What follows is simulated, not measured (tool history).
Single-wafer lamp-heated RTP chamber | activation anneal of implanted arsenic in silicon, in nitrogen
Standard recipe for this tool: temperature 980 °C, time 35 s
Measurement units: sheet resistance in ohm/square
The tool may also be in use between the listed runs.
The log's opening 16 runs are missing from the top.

| run | hour | temperature | time | wafers since the last listed run | wafers since the last pyrometer calibration | wafers since the reflector plate was cleaned | hours since the gauge calibration | read-back reference wafer on the same gauge, sheet resistance | sheet resistance |
|---|---|---|---|---|---|---|---|---|---|
|  | 1174.8 | pyrometer window cleaned and pyrometer calibrated |
| 17 | 1192.5 | 980 | 35 | 817 | 172 | 3109 | 611.4 | 366.06 | 424.47 |
| 18 | 1256.9 | 980 | 35 | 628 | 801 | 3737 | 675.8 | 366.29 | 427.45 |
| 19 | 1294.1 | 999 | 35 | 363 | 1164 | 4100 | 713.0 | 365.50 | 419.36 |
| 20 | 1386.9 | 980 | 28 | 906 | 2070 | 5007 | 805.8 | 365.89 | 429.58 |
| 21 | 1452.9 | 980 | 49 | 644 | 2715 | 5651 | 871.8 | 366.42 | 422.87 |
| 22 | 1535.5 | 996 | 43 | 806 | 3521 | 6457 | 954.4 | 366.76 | 418.10 |
|  | 1788.8 | reflector plate cleaned |
| 23 | 1814.4 | 1001 | 18 | 2644 | 6166 | 250 | 1233.3 | 366.38 | 428.89 |
| 24 | 1858.5 | 960 | 49 | 430 | 6596 | 680 | 1277.4 | 367.18 | 429.67 |
|  | 1869.8 | pyrometer window cleaned and pyrometer calibrated |
| 25 | 1961.0 | 968 | 55 | 922 | 890 | 1603 | 1379.9 | 366.96 | 425.87 |
| 26 | 2052.7 | 980 | 35 | 895 | 1785 | 2498 | 1471.6 | 367.15 | 426.99 |
| 27 | 2103.9 | 980 | 52 | 499 | 2285 | 2998 | 1522.8 | 367.29 | 423.43 |
| 28 | 2152.5 | 993 | 45 | 474 | 2759 | 3473 | 1571.4 | 367.59 | 421.73 |
| 29 | 2199.7 | 1008 | 22 | 460 | 3220 | 3933 | 1618.6 | 367.54 | 426.79 |
| 30 | 2302.2 | 993 | 35 | 1000 | 4221 | 4934 | 1721.1 | 367.23 | 425.61 |
| 31 | 2386.0 | 1009 | 43 | 818 | 5039 | 5752 | 1804.9 | 367.84 | 415.30 |
|  | 2415.6 | pyrometer window cleaned and pyrometer calibrated |
| 32 | 2493.3 | 952 | 29 | 969 | 758 | 6722 | 1912.2 | 368.70 | 437.68 |
| 33 | 2553.4 | 956 | 44 | 586 | 1345 | 7308 | 1972.3 | 368.48 | 434.74 |
| 34 | 2650.3 | 980 | 35 | 946 | 2291 | 8255 | 2069.2 | 368.49 | 429.72 |
| 35 | 2733.7 | 965 | 35 | 814 | 3105 | 9069 | 2152.6 | 369.03 | 434.22 |
|  | 2821.3 | reflector plate cleaned |
| 36 | 2821.8 | 1005 | 45 | 782 | 3887 | 5 | 2240.7 | 369.64 | 416.56 |

What if the next run were any one of these 4? Each begins from the tool's condition after run 36:
| A | 2822.2 | 980 | 35 | 3 | 3891 | 9 | 2241.1 | ? | ? |
| B | 2822.2 | 993 | 52 | 3 | 3891 | 9 | 2241.1 | ? | ? |
| C | 2822.2 | 1006 | 19 | 3 | 3891 | 9 | 2241.1 | ? | ? |
| D | 2822.2 | 964 | 18 | 3 | 3891 | 9 | 2241.1 | ? | ? |

| run | read-back reference wafer on the same gauge, sheet resistance | sheet resistance |
|---|---|---|
| A | 368.76 | 431.76 |
| B | 368.76 | 422.07 |
| C | 368.76 | 430.90 |
| D | 368.76 | 440.57 |
The same runs, with their run-to-run variation unchanged, on a tool lacking any hidden condition would have given:
| run | sheet resistance |
|---|---|
| A | 428.06 |
| B | 418.45 |
| C | 427.21 |
| D | 436.80 |

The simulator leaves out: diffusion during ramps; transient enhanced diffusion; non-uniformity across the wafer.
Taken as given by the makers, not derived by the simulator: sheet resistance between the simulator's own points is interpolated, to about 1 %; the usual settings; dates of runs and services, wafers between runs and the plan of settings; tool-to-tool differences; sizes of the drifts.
